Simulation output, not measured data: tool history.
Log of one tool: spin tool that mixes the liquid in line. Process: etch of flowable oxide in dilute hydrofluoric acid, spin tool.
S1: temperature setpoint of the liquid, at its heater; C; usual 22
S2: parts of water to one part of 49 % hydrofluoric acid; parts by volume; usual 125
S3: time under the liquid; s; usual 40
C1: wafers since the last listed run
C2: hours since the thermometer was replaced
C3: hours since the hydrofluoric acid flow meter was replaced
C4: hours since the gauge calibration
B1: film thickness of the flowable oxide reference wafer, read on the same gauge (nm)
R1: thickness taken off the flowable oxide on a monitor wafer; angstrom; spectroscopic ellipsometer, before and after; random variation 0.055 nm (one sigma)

run,hour,S1,S2,S3,C1,C2,C3,C4,B1,R1
1,0,22,125,40,0,638.3,1160.4,337.7,109.96,190.2
# hour 21: thermometer replaced
2,76.8,22,125,40,873,55.8,1237.2,414.5,109.98,182
3,180.1,22,125,40,1190,159.1,1340.5,517.8,109.97,181.8
4,263.2,22,125,60,957,242.2,1423.6,600.9,110.01,275.8
5,361.8,23.5,125,40,1136,340.8,1522.2,699.5,109.98,196.5
6,443.2,23.5,125,40,938,422.2,1603.6,780.9,109.97,198.1
7,506.5,25.5,125,55,729,485.5,1666.9,844.2,110.03,294.6
8,611.4,25.5,125,55,1208,590.4,1771.8,949.1,109.94,295.4
# hour 633.5: thermometer replaced
9,703,25.5,125,55,1044,69.5,1863.4,1040.7,109.99,285.8
10,759.2,22,125,40,647,125.7,1919.6,1096.9,110.02,182.8
11,828.1,23,145,40,794,194.6,1988.5,1165.8,109.97,159.9
12,934.6,22,125,40,1227,301.1,2095,1272.3,109.98,184.4
13,1001.2,22,125,40,767,367.7,2161.6,1338.9,110.03,184.9
# hour 1053.6: hydrofluoric acid flow meter replaced
14,1082.6,25,125,40,926,449.1,29,1420.3,109.99,209.5
15,1149.2,26,165,15,767,515.7,95.6,1486.9,109.97,59
# hour 1199.4: thermometer replaced
16,1240.8,22,125,30,1044,41.4,187.2,1578.5,109.97,135.8
# hour 1298.3: gauge calibrated
17,1309.7,22,170,40,794,110.3,256.1,11.4,109.98,127.4
18,1371.3,22,125,40,709,171.9,317.7,73,109.99,183.7
19,1444.5,20.5,125,30,843,245.1,390.9,146.2,110.02,129.8
20,1537.6,17.5,125,40,1072,338.2,484,239.3,110,154.6
21,1622.3,22,125,40,976,422.9,568.7,324,109.99,185.1
22,1670.9,24.5,125,40,560,471.5,617.3,372.6,110.02,204.7
23,1714.8,18.5,165,40,505,515.4,661.2,416.5,109.94,117.7
24,1805.8,22,90,60,1048,606.4,752.2,507.5,110.01,408.9
# hour 1864.3: thermometer replaced
25,1911.7,19.5,70,55,1208,47.4,858.1,613.4,109.99,428.5
26,1959.8,17.5,155,30,554,95.5,906.2,661.5,109.94,88.4
27,2011.3,22,125,40,593,147,957.7,713,110.02,183

The tool's hidden state at each run:
hydrofluoric acid flow above the setpoint (%): 0 in every run
gauge reads high (%): 0 in every run
H1: liquid hotter than its thermometer reads (K)
run,H1
1,1.21
2,0.105
3,0.28
4,0.421
5,0.589
6,0.727
7,0.835
8,1.01
9,0.14
10,0.235
11,0.352
12,0.533
13,0.646
14,0.785
15,0.898
16,0.106
17,0.223
18,0.327
19,0.452
20,0.61
21,0.754
22,0.836
23,0.911
24,1.07
25,0.101
26,0.183
27,0.27
